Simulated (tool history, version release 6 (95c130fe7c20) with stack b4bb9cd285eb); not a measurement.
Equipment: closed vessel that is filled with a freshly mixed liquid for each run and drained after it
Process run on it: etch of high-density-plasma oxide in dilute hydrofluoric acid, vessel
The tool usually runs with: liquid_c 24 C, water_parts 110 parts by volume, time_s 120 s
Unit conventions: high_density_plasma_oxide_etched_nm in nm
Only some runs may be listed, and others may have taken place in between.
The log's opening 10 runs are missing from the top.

run      day  liquid_c  water_parts  time_s  read-back film thickness of the high-density-plasma oxide reference wafer, read on the same gauge (nm)  high_density_plasma_oxide_etched_nm
 11   33.762        24          110     120                                                                                                  100.07                                 6.37
 12   36.375        24          110     120                                                                                                   99.99                                 6.32
 13   38.246        24          110     120                                                                                                  100.01                                 6.29
 14   41.833        24          110     120                                                                                                  100.02                                 6.33
 15   46.192        22          110     120                                                                                                   99.99                                 5.74
 16   49.425        24          110     120                                                                                                   99.95                                 6.27
      50.296  -- hydrofluoric acid flow meter replaced
 17   53.442        24          110     175                                                                                                  100.01                                 9.43
 18   56.217      21.5          110     120                                                                                                  100.01                                 5.79
 19   59.504        26          110     120                                                                                                   99.97                                 6.93
      61.192  -- gauge calibrated
 20   61.554        24          130     145                                                                                                   99.98                                 6.34
 21   63.696      22.5          135      95                                                                                                   99.98                                 3.72
 22   67.842        24           80     120                                                                                                   99.99                                 8.98
 23   70.133        27          110      95                                                                                                  100.01                                 5.61
 24   74.008      26.5          150      55                                                                                                     100                                  2.2
 25   77.988        24          110     120                                                                                                  100.01                                 6.18
 26   80.262        24           65     165                                                                                                   99.98                                15.11
 27   82.017      25.5          165      95                                                                                                  100.04                                 3.26
 28   85.367      20.5          110     120                                                                                                  100.04                                 5.35
 29    88.15        24          110     120                                                                                                   99.97                                 6.17
 30   89.908        26          110     190                                                                                                  100.03                                10.51
 31   94.375        24          110     120                                                                                                   99.96                                 6.08
 32   98.379      25.5          110      75                                                                                                  100.01                                 4.01
 33  100.238        26          110     185                                                                                                   99.99                                10.08

What if the next run were any one of these 3? Each begins from the tool's condition after run 33:
  A  100.267        24           55     120                                                                                                       ?                                    ?
  B  100.267      28.5          110     120                                                                                                       ?                                    ?
  C  100.267      26.5          125     120                                                                                                       ?                                    ?

run  read-back film thickness of the high-density-plasma oxide reference wafer, read on the same gauge (nm)  high_density_plasma_oxide_etched_nm
  A                                                                                                     100                                13.07
  B                                                                                                     100                                 7.27
  C                                                                                                     100                                 5.82
The same runs, with their run-to-run variation unchanged, on a tool lacking any hidden condition would have given:
run  high_density_plasma_oxide_etched_nm
  A                                14.29
  B                                 7.93
  C                                 6.34
